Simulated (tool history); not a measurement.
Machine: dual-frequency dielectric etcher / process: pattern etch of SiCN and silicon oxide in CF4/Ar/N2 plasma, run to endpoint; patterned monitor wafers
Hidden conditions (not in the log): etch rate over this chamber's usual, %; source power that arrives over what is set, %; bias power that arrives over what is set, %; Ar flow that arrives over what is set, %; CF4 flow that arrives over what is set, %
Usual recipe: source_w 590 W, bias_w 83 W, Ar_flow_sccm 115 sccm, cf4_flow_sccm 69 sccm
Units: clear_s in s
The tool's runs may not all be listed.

run	hour	source_w	bias_w	Ar_flow_sccm	cf4_flow_sccm	wafers since the last listed run	hours since the last wet clean	hours since the last source power generator calibration	hours since the last bias power generator calibration	hours since the last Ar flow controller change	hours since the last CF4 flow controller change	hours since the last upper electrode change	incoming incoming film thickness, nm	clear_s
1	0.0	590	83	115	69	0	199.0	3809.8	3344.6	3371.8	2378.7	2663.8	17.94	15.7
2	11.3	590	83	103	69	147	210.3	3821.1	3355.9	3383.1	2390.0	2675.1	17.96	15.6
3	28.9	590	83	103	69	229	227.9	3838.7	3373.5	3400.7	2407.6	2692.7	17.99	15.7
4	35.7	590	83	103	69	88	234.7	3845.5	3380.3	3407.5	2414.4	2699.5	17.91	15.6
5	59.6	590	83	115	69	312	258.6	3869.4	3404.2	3431.4	2438.3	2723.4	17.76	15.8
6	74.8	590	83	115	69	198	273.8	3884.6	3419.4	3446.6	2453.5	2738.6	17.98	16.0
7	91.2	590	83	115	69	214	290.2	3901.0	3435.8	3463.0	2469.9	2755.0	17.85	15.9
# hour 107.4: Ar flow controller replaced
8	107.9	590	83	115	69	139	306.9	3917.7	3452.5	0.5	2486.6	2771.7	18.07	16.2
9	116.3	530	83	101	69	109	315.3	3926.1	3460.9	8.9	2495.0	2780.1	17.99	16.9
10	125.1	590	101	139	69	114	324.1	3934.9	3469.7	17.7	2503.8	2788.9	17.95	15.3
11	138.5	710	83	115	58	175	337.5	3948.3	3483.1	31.1	2517.2	2802.3	17.95	14.5
# hour 157.7: source power generator calibrated
# hour 169.1: upper electrode replaced
12	169.6	500	67	91	63	203	368.6	11.9	3514.2	62.2	2548.3	0.5	17.92	18.8
13	171.4	520	83	101	62	23	370.4	13.7	3516.0	64.0	2550.1	2.3	18.13	17.4
14	182.8	590	78	115	60	148	381.8	25.1	3527.4	75.4	2561.5	13.7	17.94	16.7
# hour 191.0: CF4 flow controller replaced
15	196.7	520	83	115	69	103	395.7	39.0	3541.3	89.3	5.7	27.6	17.86	17.3
16	208.7	590	83	115	69	156	407.7	51.0	3553.3	101.3	17.7	39.6	17.91	15.9
17	214.9	590	63	115	69	81	413.9	57.2	3559.5	107.5	23.9	45.8	18.07	17.8
# hour 245.4: wet clean of the chamber
18	245.9	590	83	115	65	91	0.5	88.2	3590.5	138.5	54.9	76.8	17.70	15.4
19	246.3	590	83	115	69	5	0.9	88.6	3590.9	138.9	55.3	77.2	17.89	15.3
# hour 272.8: bias power generator calibrated
20	280.9	590	83	115	69	399	35.5	123.2	8.1	173.5	89.9	111.8	17.85	15.3
21	294.2	590	83	103	69	173	48.8	136.5	21.4	186.8	103.2	125.1	17.93	15.3
22	307.7	590	83	115	69	176	62.3	150.0	34.9	200.3	116.7	138.6	18.00	15.6
23	318.6	590	83	115	69	142	73.2	160.9	45.8	211.2	127.6	149.5	18.06	15.8
24	370.1	730	92	88	84	672	124.7	212.4	97.3	262.7	179.1	201.0	17.97	12.4

Give the tool's hidden conditions for every run:
source power that arrives over what is set, %: 0 across all the runs
bias power that arrives over what is set, %: 0 across all the runs
Ar flow that arrives over what is set, %: 0 across all the runs
CF4 flow that arrives over what is set, %: 0 across all the runs
H1: etch rate over this chamber's usual, %
run	H1
1	-2.27
2	-2.41
3	-2.63
4	-2.71
5	-3
6	-3.19
7	-3.39
8	-3.6
9	-3.7
10	-3.81
11	-3.97
12	-4.35
13	-4.38
14	-4.52
15	-4.69
16	-4.83
17	-4.91
18	-0.246
19	-0.251
20	-0.676
21	-0.839
22	-1
23	-1.14
24	-1.77
